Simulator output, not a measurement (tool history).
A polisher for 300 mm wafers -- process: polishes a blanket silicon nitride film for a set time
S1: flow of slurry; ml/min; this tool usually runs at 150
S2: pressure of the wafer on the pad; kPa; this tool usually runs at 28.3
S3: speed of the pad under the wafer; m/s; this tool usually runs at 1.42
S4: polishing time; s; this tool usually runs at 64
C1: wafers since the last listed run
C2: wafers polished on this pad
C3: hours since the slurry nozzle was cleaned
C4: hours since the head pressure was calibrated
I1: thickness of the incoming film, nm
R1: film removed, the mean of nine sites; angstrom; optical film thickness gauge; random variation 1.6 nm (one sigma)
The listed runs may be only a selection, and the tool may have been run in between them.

run	hour	S1	S2	S3	S4	C1	C2	C3	C4	I1	R1
1	0	150	28.3	1.42	64	0	520	768.4	7	603.2	1878
# hour 77.2: worn pad replaced by a new one
2	103.5	150	28.3	1.42	64	934	247	871.9	110.5	604.6	1834
3	160	150	28.3	1.78	64	530	777	928.4	167	594.7	2177
4	221.1	150	28.3	1.78	64	573	1351	989.5	228.1	602.5	2127
# hour 237.9: slurry nozzle cleaned
# hour 245: worn pad replaced by a new one
5	281.1	150	28.3	1.42	59	516	339	43.2	288.1	598	1648
6	347.3	150	28.3	1.42	59	621	960	109.4	354.3	600.4	1664
# hour 383.6: worn pad replaced by a new one
7	386.1	150	28.3	1.42	48	326	23	148.2	393.1	599.4	1347
8	425.6	150	28.3	1.42	64	370	394	187.7	432.6	594.4	1758
9	455.2	175	23.4	1.42	64	277	672	217.3	462.2	608.7	1480
10	500.1	105	28.3	1.42	64	421	1094	262.2	507.1	599.8	1645
# hour 523.3: worn pad replaced by a new one
11	539.8	150	28.3	1.42	59	335	155	301.9	546.8	601.1	1618
# hour 593.1: head pressure recalibrated
12	593.6	105	37.2	1.42	77	486	641	355.7	0.5	607.8	2718
13	635.2	120	25.5	1.42	78	390	1032	397.3	42.1	600.1	1951
# hour 660.6: worn pad replaced by a new one
14	690.5	150	28.3	1.42	64	481	280	452.6	97.4	600.4	1838
15	758.9	150	35.9	1.08	56	642	923	521	165.8	597.4	1620

Predict each of these 4 candidate next runs independently; none follows another, all start after run 15:
A	759.3	150	28.3	1.42	54	3	926	521.4	166.2	594.6	?
B	759.3	195	31	1.02	47	3	926	521.4	166.2	594.6	?
C	759.3	175	28.3	1.06	76	3	926	521.4	166.2	594.6	?
D	759.3	130	28.3	1.42	64	3	926	521.4	166.2	594.6	?

run	R1
A	1525
B	1170
C	1750
D	1767
Without the tool's hidden state the same runs would have given:
run	R1
A	1589
B	1218
C	1823
D	1840
